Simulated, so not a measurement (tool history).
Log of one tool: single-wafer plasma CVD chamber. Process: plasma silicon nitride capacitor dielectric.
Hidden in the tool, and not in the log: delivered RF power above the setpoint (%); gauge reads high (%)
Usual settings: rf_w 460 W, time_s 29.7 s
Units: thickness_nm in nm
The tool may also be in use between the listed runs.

| run | hour | rf_w | time_s | wafers since the last listed run | hours since the last RF generator calibration | hours since the showerhead was replaced | hours since the gauge calibration | read-back reference wafer on the same gauge, thickness_nm | thickness_nm |
|---|---|---|---|---|---|---|---|---|---|
| 1 | 0 | 535 | 29.7 | 0 | 1258.9 | 8136.5 | 82.8 | 41.61 | 45.13 |
| 2 | 25.7 | 440 | 29.7 | 464 | 1284.6 | 8162.2 | 108.5 | 41.641 | 42.299 |
| 3 | 52.7 | 440 | 29.7 | 487 | 1311.6 | 8189.2 | 135.5 | 41.623 | 42.02 |
| 4 | 88.6 | 440 | 29.7 | 648 | 1347.5 | 8225.1 | 171.4 | 41.607 | 42.258 |
| 5 | 123.5 | 505 | 29.7 | 630 | 1382.4 | 8260 | 206.3 | 41.591 | 44.237 |
| 6 | 158.9 | 460 | 29.7 | 639 | 1417.8 | 8295.4 | 241.7 | 41.571 | 42.812 |
| 7 | 192.6 | 460 | 29.7 | 608 | 1451.5 | 8329.1 | 275.4 | 41.6 | 42.743 |
| 8 | 206.8 | 460 | 29.7 | 256 | 1465.7 | 8343.3 | 289.6 | 41.579 | 42.764 |
| 9 | 234.2 | 460 | 29.7 | 494 | 1493.1 | 8370.7 | 317 | 41.528 | 42.716 |
| 10 | 267.3 | 460 | 29.7 | 597 | 1526.2 | 8403.8 | 350.1 | 41.564 | 42.723 |
| 11 | 292 | 460 | 29.7 | 446 | 1550.9 | 8428.5 | 374.8 | 41.629 | 42.916 |
| 12 | 313 | 460 | 29.7 | 379 | 1571.9 | 8449.5 | 395.8 | 41.63 | 43.002 |
| 13 | 343.5 | 460 | 29.7 | 550 | 1602.4 | 8480 | 426.3 | 41.614 | 42.672 |
| 14 | 377.6 | 460 | 26.8 | 615 | 1636.5 | 8514.1 | 460.4 | 41.592 | 38.677 |
| 15 | 391.2 | 460 | 29.7 | 245 | 1650.1 | 8527.7 | 474 | 41.5 | 42.63 |
| 16 | 448.4 | 460 | 29.7 | 1033 | 1707.3 | 8584.9 | 531.2 | 41.636 | 42.415 |
| 17 | 474.5 | 460 | 26.4 | 471 | 1733.4 | 8611 | 557.3 | 41.554 | 38.116 |
| 18 | 506.4 | 460 | 26.4 | 576 | 1765.3 | 8642.9 | 589.2 | 41.569 | 37.982 |
| 19 | 533.4 | 460 | 29.7 | 487 | 1792.3 | 8669.9 | 616.2 | 41.544 | 42.575 |
|  | 547.7 | showerhead replaced |
| 20 | 548.2 | 460 | 29.7 | 122 | 1807.1 | 0.5 | 631 | 41.614 | 42.381 |
| 21 | 565.4 | 460 | 29.7 | 310 | 1824.3 | 17.7 | 648.2 | 41.674 | 42.805 |
| 22 | 587.8 | 460 | 29.7 | 404 | 1846.7 | 40.1 | 670.6 | 41.545 | 42.646 |
| 23 | 620.1 | 385 | 29.7 | 583 | 1879 | 72.4 | 702.9 | 41.531 | 39.56 |
| 24 | 636.8 | 380 | 25.5 | 301 | 1895.7 | 89.1 | 719.6 | 41.646 | 33.826 |
| 25 | 671.6 | 460 | 31.9 | 628 | 1930.5 | 123.9 | 754.4 | 41.588 | 45.635 |
|  | 706.7 | gauge calibrated |
| 26 | 707.1 | 500 | 34.1 | 641 | 1966 | 159.4 | 0.4 | 41.579 | 50.107 |
| 27 | 721.9 | 460 | 29.7 | 267 | 1980.8 | 174.2 | 15.2 | 41.588 | 42.363 |
| 28 | 737.8 | 460 | 35.3 | 287 | 1996.7 | 190.1 | 31.1 | 41.612 | 50.744 |
| 29 | 753.1 | 420 | 32.3 | 276 | 2012 | 205.4 | 46.4 | 41.567 | 44.455 |
| 30 | 779.8 | 420 | 28.1 | 482 | 2038.7 | 232.1 | 73.1 | 41.59 | 38.835 |
|  | 794.7 | RF generator calibrated |
| 31 | 795.2 | 460 | 33.1 | 133 | 0.5 | 247.5 | 88.5 | 41.594 | 46.435 |
| 32 | 808.3 | 490 | 29.7 | 236 | 13.6 | 260.6 | 101.6 | 41.607 | 42.772 |
| 33 | 826.2 | 460 | 29.7 | 323 | 31.5 | 278.5 | 119.5 | 41.5 | 41.555 |

Run 34 comes next. What will it give?
| 34 | 850.1 | 460 | 29.7 | 431 | 55.4 | 302.4 | 143.4 | ? | ? |

read-back reference wafer on the same gauge, thickness_nm: 41.587
thickness_nm: 41.478 nm
Without the tool's hidden state the same run would have given thickness_nm 43.209 nm.
